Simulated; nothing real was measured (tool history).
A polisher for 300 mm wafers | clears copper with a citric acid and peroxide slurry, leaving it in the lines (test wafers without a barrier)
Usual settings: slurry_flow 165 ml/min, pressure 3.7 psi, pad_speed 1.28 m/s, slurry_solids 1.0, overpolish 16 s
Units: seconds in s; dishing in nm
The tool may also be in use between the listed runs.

| run | day | slurry_flow | pressure | pad_speed | slurry_solids | overpolish | wafers since the last listed run | wafers polished on this pad | hours since the slurry nozzle was cleaned | hours since the head pressure was calibrated | hours since the slurry blender was calibrated | incoming thickness of the incoming film, nm | seconds | dishing |
|---|---|---|---|---|---|---|---|---|---|---|---|---|---|---|
| 1 | 0.000 | 165 | 3.7 | 1.28 | 1.0 | 16 | 0 | 350 | 270.5 | 1052.4 | 100.8 | 480.3 | 127.9 | 19.5 |
| 2 | 1.221 | 145 | 3.7 | 1.28 | 1.0 | 16 | 187 | 538 | 299.8 | 1081.7 | 130.1 | 477.6 | 137.2 | 18.9 |
| 3 | 2.300 | 145 | 3.7 | 1.28 | 1.0 | 16 | 165 | 704 | 325.7 | 1107.6 | 156.0 | 477.2 | 132.9 | 19.0 |
|  | 2.729 | worn pad replaced by a new one |
| 4 | 3.304 | 145 | 3.7 | 1.28 | 1.0 | 16 | 128 | 88 | 349.8 | 1131.7 | 180.1 | 478.5 | 136.0 | 19.1 |
| 5 | 4.754 | 165 | 4.0 | 1.58 | 1.0 | 16 | 222 | 310 | 384.6 | 1166.5 | 214.9 | 482.3 | 98.0 | 19.8 |
| 6 | 5.267 | 165 | 4.0 | 1.58 | 1.0 | 16 | 78 | 389 | 396.9 | 1178.8 | 227.2 | 483.8 | 100.3 | 20.3 |
| 7 | 7.121 | 165 | 3.7 | 1.28 | 1.0 | 16 | 284 | 674 | 441.4 | 1223.3 | 271.7 | 482.6 | 135.7 | 18.7 |
|  | 7.588 | head pressure recalibrated |
|  | 7.896 | worn pad replaced by a new one |
| 8 | 8.442 | 165 | 3.7 | 1.28 | 1.0 | 16 | 164 | 83 | 473.1 | 20.5 | 303.4 | 478.9 | 136.5 | 18.9 |
| 9 | 9.738 | 130 | 3.7 | 1.28 | 1.0 | 22 | 199 | 282 | 504.2 | 51.6 | 334.5 | 488.2 | 145.5 | 19.6 |
|  | 10.500 | slurry blender recalibrated |
| 10 | 10.612 | 225 | 4.0 | 1.14 | 1.0 | 16 | 121 | 404 | 525.2 | 72.6 | 2.7 | 474.8 | 131.5 | 19.0 |
| 11 | 11.383 | 195 | 3.7 | 1.28 | 1.0 | 16 | 118 | 522 | 543.7 | 91.1 | 21.2 | 485.3 | 135.5 | 18.9 |
|  | 11.983 | slurry nozzle cleaned |
| 12 | 12.733 | 165 | 3.7 | 1.10 | 0.8 | 16 | 201 | 723 | 18.0 | 123.5 | 53.6 | 480.7 | 160.1 | 18.1 |

Run 13 comes next. What will it give?
|  | 13.417 | worn pad replaced by a new one |
| 13 | 13.688 | 165 | 3.7 | 1.28 | 1.0 | 16 | 120 | 41 | 40.9 | 146.4 | 76.5 | 483.4 | ? | ? |

seconds: 124.9 s
dishing: 18.6 nm
Without the tool's hidden state the same run would have given seconds 123.1 s, dishing 18.7 nm.

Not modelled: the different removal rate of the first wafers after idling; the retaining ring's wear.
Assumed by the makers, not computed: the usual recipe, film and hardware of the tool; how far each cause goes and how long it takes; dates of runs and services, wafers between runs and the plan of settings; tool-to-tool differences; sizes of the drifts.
